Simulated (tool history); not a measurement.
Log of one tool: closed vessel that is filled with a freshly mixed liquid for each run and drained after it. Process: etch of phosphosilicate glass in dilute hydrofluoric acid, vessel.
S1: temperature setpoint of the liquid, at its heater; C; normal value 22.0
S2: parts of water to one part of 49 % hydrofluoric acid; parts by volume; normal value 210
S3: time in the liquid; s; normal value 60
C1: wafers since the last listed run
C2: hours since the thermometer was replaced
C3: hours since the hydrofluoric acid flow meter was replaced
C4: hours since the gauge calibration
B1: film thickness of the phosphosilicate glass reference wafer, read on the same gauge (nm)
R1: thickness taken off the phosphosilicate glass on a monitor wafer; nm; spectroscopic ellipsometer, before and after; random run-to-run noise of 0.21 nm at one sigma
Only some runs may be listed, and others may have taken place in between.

run 1 hour=0.0 | S1=22.0 S2=210 S3=60 | C1=0 C2=1717.4 C3=1090.3 C4=228.6 | B1=70.04 | R1=26.73
run 2 hour=12.4 | S1=22.0 S2=210 S3=80 | C1=1493 C2=1729.8 C3=1102.7 C4=241.0 | B1=69.99 | R1=35.94
run 3 hour=24.5 | S1=22.0 S2=210 S3=80 | C1=1457 C2=1741.9 C3=1114.8 C4=253.1 | B1=70.00 | R1=36.12
run 4 hour=39.4 | S1=22.0 S2=210 S3=60 | C1=1795 C2=1756.8 C3=1129.7 C4=268.0 | B1=70.00 | R1=27.08
run 5 hour=52.9 | S1=22.0 S2=210 S3=60 | C1=1626 C2=1770.3 C3=1143.2 C4=281.5 | B1=69.97 | R1=27.20
run 6 hour=69.4 | S1=22.0 S2=210 S3=60 | C1=1987 C2=1786.8 C3=1159.7 C4=298.0 | B1=69.99 | R1=27.17
run 7 hour=76.1 | S1=22.0 S2=210 S3=60 | C1=807 C2=1793.5 C3=1166.4 C4=304.7 | B1=69.99 | R1=27.75
run 8 hour=91.0 | S1=22.0 S2=210 S3=60 | C1=1795 C2=1808.4 C3=1181.3 C4=319.6 | B1=70.00 | R1=27.33
run 9 hour=107.7 | S1=22.0 S2=210 S3=60 | C1=2012 C2=1825.1 C3=1198.0 C4=336.3 | B1=69.96 | R1=27.16
run 10 hour=124.9 | S1=26.0 S2=210 S3=40 | C1=2072 C2=1842.3 C3=1215.2 C4=353.5 | B1=70.03 | R1=21.19
run 11 hour=138.3 | S1=22.0 S2=210 S3=60 | C1=1614 C2=1855.7 C3=1228.6 C4=366.9 | B1=69.96 | R1=27.04
-- hour=147.7 hydrofluoric acid flow meter replaced
run 12 hour=154.4 | S1=22.0 S2=210 S3=60 | C1=1819 C2=1871.8 C3=6.7 C4=383.0 | B1=70.00 | R1=28.92
-- hour=155.0 gauge calibrated
run 13 hour=165.9 | S1=22.0 S2=210 S3=60 | C1=1385 C2=1883.3 C3=18.2 C4=10.9 | B1=69.95 | R1=29.17
run 14 hour=182.7 | S1=22.0 S2=120 S3=60 | C1=2024 C2=1900.1 C3=35.0 C4=27.7 | B1=70.03 | R1=54.37
run 15 hour=191.2 | S1=22.0 S2=180 S3=60 | C1=1024 C2=1908.6 C3=43.5 C4=36.2 | B1=69.98 | R1=34.49
run 16 hour=199.2 | S1=22.0 S2=210 S3=60 | C1=963 C2=1916.6 C3=51.5 C4=44.2 | B1=70.03 | R1=28.80
run 17 hour=219.9 | S1=25.0 S2=175 S3=30 | C1=2493 C2=1937.3 C3=72.2 C4=64.9 | B1=70.00 | R1=20.10
run 18 hour=232.9 | S1=26.0 S2=210 S3=90 | C1=1566 C2=1950.3 C3=85.2 C4=77.9 | B1=70.01 | R1=50.28
-- hour=241.6 hydrofluoric acid flow meter replaced, repeated, since the last time left the tool worse
run 19 hour=245.2 | S1=22.0 S2=280 S3=40 | C1=1361 C2=1962.6 C3=3.6 C4=90.2 | B1=70.02 | R1=11.41
run 20 hour=258.7 | S1=24.0 S2=210 S3=75 | C1=1626 C2=1976.1 C3=17.1 C4=103.7 | B1=70.02 | R1=33.15
run 21 hour=272.1 | S1=20.0 S2=175 S3=60 | C1=1614 C2=1989.5 C3=30.5 C4=117.1 | B1=69.99 | R1=28.26
-- hour=284.1 thermometer replaced
run 22 hour=316.1 | S1=22.0 S2=250 S3=60 | C1=5180 C2=32.0 C3=74.5 C4=161.1 | B1=69.99 | R1=20.01
run 23 hour=326.3 | S1=22.0 S2=275 S3=60 | C1=1228 C2=42.2 C3=84.7 C4=171.3 | B1=69.97 | R1=17.97
run 24 hour=343.9 | S1=22.0 S2=210 S3=60 | C1=2120 C2=59.8 C3=102.3 C4=188.9 | B1=69.95 | R1=24.38
run 25 hour=361.9 | S1=19.5 S2=145 S3=90 | C1=2168 C2=77.8 C3=120.3 C4=206.9 | B1=69.96 | R1=52.18
run 26 hour=373.1 | S1=22.0 S2=210 S3=95 | C1=1349 C2=89.0 C3=131.5 C4=218.1 | B1=69.98 | R1=39.22
run 27 hour=379.8 | S1=26.0 S2=170 S3=85 | C1=807 C2=95.7 C3=138.2 C4=224.8 | B1=69.98 | R1=53.09

How would selected steps in R1 from run to run divide? Give the signed amount a tool lacking its hidden state would still show from settings, what came in and random variation, and the signed amount left for the hidden state, including any gauge scatter that is not in both of the compared results.
The hidden state here: liquid colder than its thermometer reads (K); hydrofluoric acid flow above the setpoint (%); gauge reads high (%).
Run 17 -> 18: S1 25.0 -> 26.0, S2 175 -> 210, S3 30 -> 90. R1 +30.18 nm: hidden state +4.98, all else +25.20.
Run 18 -> 19: S1 26.0 -> 22.0, S2 210 -> 280, S3 90 -> 40, hydrofluoric acid flow meter replaced, repeated, since the last time left the tool worse. R1 -38.87 nm: hidden state -8.07, all else -30.80.
